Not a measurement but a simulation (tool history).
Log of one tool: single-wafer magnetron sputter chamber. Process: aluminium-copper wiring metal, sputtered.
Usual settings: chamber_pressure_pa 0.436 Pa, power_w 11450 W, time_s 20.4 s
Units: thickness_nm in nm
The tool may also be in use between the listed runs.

run   hour  chamber_pressure_pa  power_w  time_s  wafers since the last listed run  wafers on the sputter target  hours since the last manometer calibration  hours since the magnet pack was replaced  hours since the gauge calibration  read-back reference wafer on the same gauge, thickness_nm  thickness_nm
  1      0                 0.32    11450    20.4                                 0                          3010                                      2556.9                                   12473.3                              414.9                                                    406.988       448.926
  2   37.6                0.436    13150    20.4                               753                          3763                                      2594.5                                   12510.9                              452.5                                                    406.948       476.215
  3  106.5                0.436    13150    20.4                              1380                          5144                                      2663.4                                   12579.8                              521.4                                                    407.077       476.243
  4  153.4                0.436    11450    20.4                               939                          6083                                      2710.3                                   12626.7                              568.3                                                    407.131       426.067
     170.8  -- sputter target and shields replaced
  5    181                0.436    11450    20.4                               392                           204                                      2737.9                                   12654.3                              595.9                                                    406.997       434.101
  6  225.9                0.436    11450    20.4                               899                          1103                                      2782.8                                   12699.2                              640.8                                                    406.998       430.665
  7  279.2                0.436    11450    20.4                              1067                          2171                                      2836.1                                   12752.5                              694.1                                                    407.055       428.463
  8  349.8                0.436    11450    20.4                              1414                          3585                                      2906.7                                   12823.1                              764.7                                                    407.176       427.185
  9  374.3                0.436    11450    20.4                               490                          4076                                      2931.2                                   12847.6                              789.2                                                    406.943       425.477
 10  441.7                0.344    11450    20.4                              1350                          5427                                      2998.6                                     12915                              856.6                                                    407.087       440.923
 11  511.1                0.386    10700    20.4                              1390                          6817                                        3068                                   12984.4                                926                                                    406.951       412.384
     524.9  -- gauge calibrated
     557.1  -- capacitance manometer re-zeroed and calibrated
     571.5  -- sputter target and shields replaced
 12    572                 0.55    13400    17.9                               899                            10                                        14.9                                   13045.3                               47.1                                                    407.065       426.025
 13    591                0.436     9700    19.2                               380                           390                                        33.9                                   13064.3                               66.1                                                    407.283        372.63
     629.2  -- magnet pack replaced
 14  644.3                0.557    11450    20.4                               907                          1298                                        87.2                                      15.1                              119.4                                                    406.968       423.919
 15    706                0.586    11450      24                              1236                          2534                                       148.9                                      76.8                              181.1                                                    407.063       493.202
 16  752.3                0.436    11450    20.4                               927                          3462                                       195.2                                     123.1                              227.4                                                    406.925       438.959
 17  781.8                0.436    10650    20.4                               591                          4053                                       224.7                                     152.6                              256.9                                                    406.935       415.433
 18  835.2                0.294     8750    23.3                              1069                          5122                                       278.1                                       206                              310.3                                                     406.91       432.942
 19  891.5                0.436    11450    20.4                              1127                          6250                                       334.4                                     262.3                              366.6                                                    406.842       436.549

4 ways to go on from here, each from the tool as it stands after run 19. What would each give?
  A  891.9                0.436    11450    20.4                                 8                          6258                                       334.8                                     262.7                                367                                                          ?             ?
  B  891.9                0.436    11450    17.9                                 8                          6258                                       334.8                                     262.7                                367                                                          ?             ?
  C  891.9                0.436    13000    18.7                                 8                          6258                                       334.8                                     262.7                                367                                                          ?             ?
  D  891.9                0.487    11450    17.1                                 8                          6258                                       334.8                                     262.7                                367                                                          ?             ?

run  read-back reference wafer on the same gauge, thickness_nm  thickness_nm
  A                                                    406.801       436.185
  B                                                    406.801       382.731
  C                                                    406.801       440.107
  D                                                    406.801        359.03
Without the tool's hidden state the same runs would have given:
run  thickness_nm
  A       447.264
  B       392.452
  C       451.285
  D       368.244
